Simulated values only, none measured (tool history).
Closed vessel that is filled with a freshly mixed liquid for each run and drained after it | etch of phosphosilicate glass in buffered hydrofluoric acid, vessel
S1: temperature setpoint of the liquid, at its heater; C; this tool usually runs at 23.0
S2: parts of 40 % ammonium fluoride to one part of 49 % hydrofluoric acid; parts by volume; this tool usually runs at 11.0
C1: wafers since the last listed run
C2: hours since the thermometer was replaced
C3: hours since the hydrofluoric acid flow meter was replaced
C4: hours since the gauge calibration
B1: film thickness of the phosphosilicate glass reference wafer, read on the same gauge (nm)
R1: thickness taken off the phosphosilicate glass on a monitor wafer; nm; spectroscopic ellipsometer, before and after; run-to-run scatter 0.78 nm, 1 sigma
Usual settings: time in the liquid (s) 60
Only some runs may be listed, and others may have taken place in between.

{"run": 1, "hour": 0.0, "S1": 23.0, "S2": 11.0, "time in the liquid (s)": 60, "C1": 0, "C2": 2781.4, "C3": 640.0, "C4": 229.9, "B1": 139.98, "R1": 150.73}
{"run": 2, "hour": 11.0, "S1": 23.0, "S2": 11.0, "time in the liquid (s)": 60, "C1": 1332, "C2": 2792.4, "C3": 651.0, "C4": 240.9, "B1": 140.0, "R1": 149.66}
{"run": 3, "hour": 27.8, "S1": 23.0, "S2": 12.5, "time in the liquid (s)": 60, "C1": 2035, "C2": 2809.2, "C3": 667.8, "C4": 257.7, "B1": 139.97, "R1": 131.73}
{"run": 4, "hour": 36.5, "S1": 23.0, "S2": 11.0, "time in the liquid (s)": 60, "C1": 1053, "C2": 2817.9, "C3": 676.5, "C4": 266.4, "B1": 140.0, "R1": 149.99}
{"run": 5, "hour": 47.6, "S1": 23.0, "S2": 11.0, "time in the liquid (s)": 60, "C1": 1344, "C2": 2829.0, "C3": 687.6, "C4": 277.5, "B1": 139.98, "R1": 149.24}
{"run": 6, "hour": 54.9, "S1": 23.0, "S2": 11.0, "time in the liquid (s)": 60, "C1": 884, "C2": 2836.3, "C3": 694.9, "C4": 284.8, "B1": 139.96, "R1": 150.31}
{"run": 7, "hour": 61.5, "S1": 19.5, "S2": 11.0, "time in the liquid (s)": 60, "C1": 799, "C2": 2842.9, "C3": 701.5, "C4": 291.4, "B1": 140.02, "R1": 123.59}
{"run": 8, "hour": 73.9, "S1": 19.5, "S2": 11.0, "time in the liquid (s)": 60, "C1": 1502, "C2": 2855.3, "C3": 713.9, "C4": 303.8, "B1": 139.99, "R1": 123.65}
{"run": 9, "hour": 88.3, "S1": 23.0, "S2": 11.0, "time in the liquid (s)": 60, "C1": 1744, "C2": 2869.7, "C3": 728.3, "C4": 318.2, "B1": 139.98, "R1": 149.4}
{"run": 10, "hour": 98.9, "S1": 23.0, "S2": 8.5, "time in the liquid (s)": 40, "C1": 1284, "C2": 2880.3, "C3": 738.9, "C4": 328.8, "B1": 139.97, "R1": 124.31}
{"run": 11, "hour": 110.6, "S1": 23.0, "S2": 8.5, "time in the liquid (s)": 40, "C1": 1417, "C2": 2892.0, "C3": 750.6, "C4": 340.5, "B1": 139.98, "R1": 124.47}
{"run": 12, "hour": 118.3, "S1": 23.0, "S2": 11.0, "time in the liquid (s)": 60, "C1": 932, "C2": 2899.7, "C3": 758.3, "C4": 348.2, "B1": 140.0, "R1": 150.03}
{"run": 13, "hour": 132.0, "S1": 23.0, "S2": 11.0, "time in the liquid (s)": 95, "C1": 1659, "C2": 2913.4, "C3": 772.0, "C4": 361.9, "B1": 140.01, "R1": 236.96}
{"run": 14, "hour": 149.7, "S1": 23.0, "S2": 11.0, "time in the liquid (s)": 60, "C1": 2144, "C2": 2931.1, "C3": 789.7, "C4": 379.6, "B1": 140.02, "R1": 147.99}
{"run": 15, "hour": 156.2, "S1": 25.0, "S2": 14.0, "time in the liquid (s)": 40, "C1": 787, "C2": 2937.6, "C3": 796.2, "C4": 386.1, "B1": 140.03, "R1": 87.03}
{"hour": 166.3, "done": "thermometer replaced"}
{"run": 16, "hour": 166.8, "S1": 21.0, "S2": 9.0, "time in the liquid (s)": 60, "C1": 1162, "C2": 0.5, "C3": 806.8, "C4": 396.7, "B1": 140.02, "R1": 143.62}
{"run": 17, "hour": 179.1, "S1": 23.0, "S2": 11.0, "time in the liquid (s)": 70, "C1": 1490, "C2": 12.8, "C3": 819.1, "C4": 409.0, "B1": 140.01, "R1": 160.23}
{"run": 18, "hour": 185.7, "S1": 25.0, "S2": 14.0, "time in the liquid (s)": 40, "C1": 799, "C2": 19.4, "C3": 825.7, "C4": 415.6, "B1": 140.0, "R1": 80.1}
{"run": 19, "hour": 194.7, "S1": 19.5, "S2": 9.5, "time in the liquid (s)": 45, "C1": 1090, "C2": 28.4, "C3": 834.7, "C4": 424.6, "B1": 139.99, "R1": 94.7}
{"hour": 210.1, "done": "gauge calibrated"}
{"run": 20, "hour": 223.1, "S1": 19.0, "S2": 6.5, "time in the liquid (s)": 30, "C1": 3440, "C2": 56.8, "C3": 863.1, "C4": 13.0, "B1": 139.99, "R1": 89.69}
{"run": 21, "hour": 232.0, "S1": 23.0, "S2": 11.0, "time in the liquid (s)": 60, "C1": 1078, "C2": 65.7, "C3": 872.0, "C4": 21.9, "B1": 139.99, "R1": 137.28}
{"hour": 244.7, "done": "thermometer replaced, repeated, since the last time left the tool worse"}
{"run": 22, "hour": 245.3, "S1": 23.0, "S2": 11.0, "time in the liquid (s)": 60, "C1": 1490, "C2": 0.6, "C3": 885.3, "C4": 35.2, "B1": 140.04, "R1": 162.59}
{"hour": 254.0, "done": "hydrofluoric acid flow meter replaced"}
{"run": 23, "hour": 259.1, "S1": 19.0, "S2": 11.0, "time in the liquid (s)": 60, "C1": 1550, "C2": 14.4, "C3": 5.1, "C4": 49.0, "B1": 140.02, "R1": 129.07}
{"run": 24, "hour": 268.0, "S1": 23.0, "S2": 11.0, "time in the liquid (s)": 60, "C1": 1078, "C2": 23.3, "C3": 14.0, "C4": 57.9, "B1": 140.02, "R1": 160.22}
{"run": 25, "hour": 279.1, "S1": 26.5, "S2": 14.0, "time in the liquid (s)": 60, "C1": 1344, "C2": 34.4, "C3": 25.1, "C4": 69.0, "B1": 139.98, "R1": 155.22}
{"run": 26, "hour": 295.7, "S1": 23.0, "S2": 14.0, "time in the liquid (s)": 60, "C1": 2010, "C2": 51.0, "C3": 41.7, "C4": 85.6, "B1": 139.99, "R1": 126.87}
{"run": 27, "hour": 308.0, "S1": 23.0, "S2": 8.5, "time in the liquid (s)": 60, "C1": 1490, "C2": 63.3, "C3": 54.0, "C4": 97.9, "B1": 139.99, "R1": 200.73}
{"run": 28, "hour": 315.6, "S1": 23.0, "S2": 14.0, "time in the liquid (s)": 30, "C1": 920, "C2": 70.9, "C3": 61.6, "C4": 105.5, "B1": 140.0, "R1": 63.35}
{"run": 29, "hour": 333.2, "S1": 21.0, "S2": 9.5, "time in the liquid (s)": 95, "C1": 2132, "C2": 88.5, "C3": 79.2, "C4": 123.1, "B1": 139.99, "R1": 260.15}
{"run": 30, "hour": 344.4, "S1": 23.0, "S2": 8.0, "time in the liquid (s)": 60, "C1": 1356, "C2": 99.7, "C3": 90.4, "C4": 134.3, "B1": 140.0, "R1": 215.13}
{"run": 31, "hour": 358.0, "S1": 23.0, "S2": 11.0, "time in the liquid (s)": 60, "C1": 1647, "C2": 113.3, "C3": 104.0, "C4": 147.9, "B1": 139.98, "R1": 160.39}

The tool's hidden state at each run:
hydrofluoric acid flow above the setpoint (%): 0, the same for each run
gauge reads high (%): 0, the same for each run
H1: liquid colder than its thermometer reads (K)
run=1 H1=1.56
run=2 H1=1.57
run=3 H1=1.58
run=4 H1=1.58
run=5 H1=1.59
run=6 H1=1.59
run=7 H1=1.6
run=8 H1=1.6
run=9 H1=1.61
run=10 H1=1.62
run=11 H1=1.62
run=12 H1=1.63
run=13 H1=1.63
run=14 H1=1.64
run=15 H1=1.65
run=16 H1=3.21
run=17 H1=3.22
run=18 H1=3.22
run=19 H1=3.22
run=20 H1=3.24
run=21 H1=3.24
run=22 H1=0.213
run=23 H1=0.22
run=24 H1=0.225
run=25 H1=0.231
run=26 H1=0.24
run=27 H1=0.246
run=28 H1=0.25
run=29 H1=0.26
run=30 H1=0.266
run=31 H1=0.273
